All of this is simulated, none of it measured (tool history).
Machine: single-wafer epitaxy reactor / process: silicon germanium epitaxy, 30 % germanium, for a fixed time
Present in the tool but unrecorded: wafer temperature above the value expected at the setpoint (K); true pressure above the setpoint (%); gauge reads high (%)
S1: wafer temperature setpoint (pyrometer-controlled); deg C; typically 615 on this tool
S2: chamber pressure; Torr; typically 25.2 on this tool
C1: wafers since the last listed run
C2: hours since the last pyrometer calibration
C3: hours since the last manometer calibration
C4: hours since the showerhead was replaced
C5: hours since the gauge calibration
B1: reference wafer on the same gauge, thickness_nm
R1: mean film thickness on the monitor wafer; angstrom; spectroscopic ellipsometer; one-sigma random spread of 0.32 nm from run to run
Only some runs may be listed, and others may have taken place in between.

Run 1, hour 0: usual settings but S2 30.2 Torr; C1 0; C2 2408.4; C3 2294; C4 84.5; C5 173.2; B1 77.687. Result: R1 794.81 angstrom.
At hour 18.5: capacitance manometer re-zeroed and calibrated.
Run 2, hour 41.4: usual settings but S2 30.2 Torr; C1 603; C2 2449.8; C3 22.9; C4 125.9; C5 214.6; B1 77.757. Result: R1 775.47 angstrom.
Run 3, hour 66.5: usual settings but S1 620 deg C; C1 453; C2 2474.9; C3 48; C4 151; C5 239.7; B1 77.764. Result: R1 805.9 angstrom.
Run 4, hour 130.9: usual settings; C1 1163; C2 2539.3; C3 112.4; C4 215.4; C5 304.1; B1 77.686. Result: R1 742.73 angstrom.
Run 5, hour 155.7: usual settings; C1 448; C2 2564.1; C3 137.2; C4 240.2; C5 328.9; B1 77.753. Result: R1 737.6 angstrom.
Run 6, hour 226.7: usual settings; C1 1283; C2 2635.1; C3 208.2; C4 311.2; C5 399.9; B1 77.728. Result: R1 734.51 angstrom.
Run 7, hour 253.8: usual settings; C1 489; C2 2662.2; C3 235.3; C4 338.3; C5 427; B1 77.658. Result: R1 730.39 angstrom.
Run 8, hour 345.5: usual settings; C1 1657; C2 2753.9; C3 327; C4 430; C5 518.7; B1 77.646. Result: R1 737.23 angstrom.
Run 9, hour 381.9: usual settings; C1 657; C2 2790.3; C3 363.4; C4 466.4; C5 555.1; B1 77.788. Result: R1 743.99 angstrom.
Run 10, hour 441: usual settings; C1 1068; C2 2849.4; C3 422.5; C4 525.5; C5 614.2; B1 77.682. Result: R1 739.71 angstrom.
Run 11, hour 510: usual settings but S1 622 deg C, S2 30.8 Torr; C1 1246; C2 2918.4; C3 491.5; C4 594.5; C5 683.2; B1 77.693. Result: R1 900.86 angstrom.
Run 12, hour 576.6: usual settings; C1 1203; C2 2985; C3 558.1; C4 661.1; C5 749.8; B1 77.702. Result: R1 745.78 angstrom.
Run 13, hour 647.2: usual settings but S2 30 Torr; C1 1275; C2 3055.6; C3 628.7; C4 731.7; C5 820.4; B1 77.681. Result: R1 785.41 angstrom.
Run 14, hour 679: usual settings but S1 629 deg C; C1 574; C2 3087.4; C3 660.5; C4 763.5; C5 852.2; B1 77.657. Result: R1 983.16 angstrom.
Run 15, hour 717.2: usual settings but S1 609 deg C, S2 20.5 Torr; C1 690; C2 3125.6; C3 698.7; C4 801.7; C5 890.4; B1 77.678. Result: R1 622.04 angstrom.
At hour 771.7: pyrometer calibrated.
Run 16, hour 776.9: usual settings but S1 623 deg C, S2 22.6 Torr; C1 934; C2 5.2; C3 758.4; C4 861.4; C5 950.1; B1 77.724. Result: R1 893.82 angstrom.
Run 17, hour 811.4: usual settings but S1 629 deg C, S2 23.5 Torr; C1 623; C2 39.7; C3 792.9; C4 895.9; C5 984.6; B1 77.607. Result: R1 1013.38 angstrom.
Run 18, hour 872: usual settings but S1 606 deg C, S2 29.5 Torr; C1 1095; C2 100.3; C3 853.5; C4 956.5; C5 1045.2; B1 77.727. Result: R1 687.86 angstrom.
Run 19, hour 929.8: usual settings; C1 1044; C2 158.1; C3 911.3; C4 1014.3; C5 1103; B1 77.668. Result: R1 777.67 angstrom.
Run 20, hour 966.4: usual settings but S1 607 deg C, S2 30.4 Torr; C1 661; C2 194.7; C3 947.9; C4 1050.9; C5 1139.6; B1 77.705. Result: R1 705.11 angstrom.
Run 21, hour 993.9: usual settings but S1 607 deg C, S2 27.4 Torr; C1 496; C2 222.2; C3 975.4; C4 1078.4; C5 1167.1; B1 77.643. Result: R1 680.33 angstrom.
Run 22, hour 1051.3: usual settings; C1 1037; C2 279.6; C3 1032.8; C4 1135.8; C5 1224.5; B1 77.711. Result: R1 778.86 angstrom.
Run 23, hour 1085.4: usual settings but S1 629 deg C, S2 21.1 Torr; C1 616; C2 313.7; C3 1066.9; C4 1169.9; C5 1258.6; B1 77.719. Result: R1 973.87 angstrom.
Run 24, hour 1123.1: usual settings but S1 622 deg C, S2 29.1 Torr; C1 681; C2 351.4; C3 1104.6; C4 1207.6; C5 1296.3; B1 77.616. Result: R1 937.28 angstrom.
Run 25, hour 1199.6: usual settings but S1 600 deg C, S2 28.7 Torr; C1 1382; C2 427.9; C3 1181.1; C4 1284.1; C5 1372.8; B1 77.723. Result: R1 597.9 angstrom.
Run 26, hour 1231.5: usual settings but S1 619 deg C, S2 30.2 Torr; C1 576; C2 459.8; C3 1213; C4 1316; C5 1404.7; B1 77.657. Result: R1 888.64 angstrom.
Run 27, hour 1259.5: usual settings but S1 621 deg C, S2 29.6 Torr; C1 505; C2 487.8; C3 1241; C4 1344; C5 1432.7; B1 77.721. Result: R1 918.07 angstrom.
Run 28, hour 1286.2: usual settings but S1 609 deg C, S2 18.9 Torr; C1 482; C2 514.5; C3 1267.7; C4 1370.7; C5 1459.4; B1 77.823. Result: R1 625.47 angstrom.
Run 29, hour 1312.8: usual settings but S1 611 deg C, S2 22.9 Torr; C1 480; C2 541.1; C3 1294.3; C4 1397.3; C5 1486; B1 77.666. Result: R1 691.65 angstrom.
Run 30, hour 1346: usual settings but S1 622 deg C, S2 29.1 Torr; C1 599; C2 574.3; C3 1327.5; C4 1430.5; C5 1519.2; B1 77.694. Result: R1 932.33 angstrom.
Run 31, hour 1385: usual settings but S1 610 deg C, S2 21.6 Torr; C1 704; C2 613.3; C3 1366.5; C4 1469.5; C5 1558.2; B1 77.707. Result: R1 667.99 angstrom.
Run 32, hour 1452.2: usual settings but S1 626 deg C, S2 22.9 Torr; C1 1214; C2 680.5; C3 1433.7; C4 1536.7; C5 1625.4; B1 77.77. Result: R1 924.05 angstrom.
Run 33, hour 1501.4: usual settings but S1 619 deg C, S2 30.2 Torr; C1 889; C2 729.7; C3 1482.9; C4 1585.9; C5 1674.6; B1 77.652. Result: R1 881.71 angstrom.
Run 34, hour 1529.2: usual settings but S1 624 deg C, S2 31.4 Torr; C1 502; C2 757.5; C3 1510.7; C4 1613.7; C5 1702.4; B1 77.689. Result: R1 984.65 angstrom.

Across each entry between runs, compare the hidden state at the last listed run before it with the hidden state at the first listed run after it:
Runs 1 to 2: capacitance manometer re-zeroed and calibrated (hour 18.5)
  wafer temperature above the value expected at the setpoint (K): -2.63 -> -2.64; true pressure above the setpoint (%): 8.19 -> 0.999
  what was measured, less what the result would be without the hidden state, R1: -23.27 -> -40.02 angstrom
Runs 15 to 16: pyrometer calibrated (hour 771.7)
  wafer temperature above the value expected at the setpoint (K): -2.75 -> 0.13; true pressure above the setpoint (%): 5.42 -> 5.67
  what was measured, less what the result would be without the hidden state, R1: -25.44 -> +17.31 angstrom
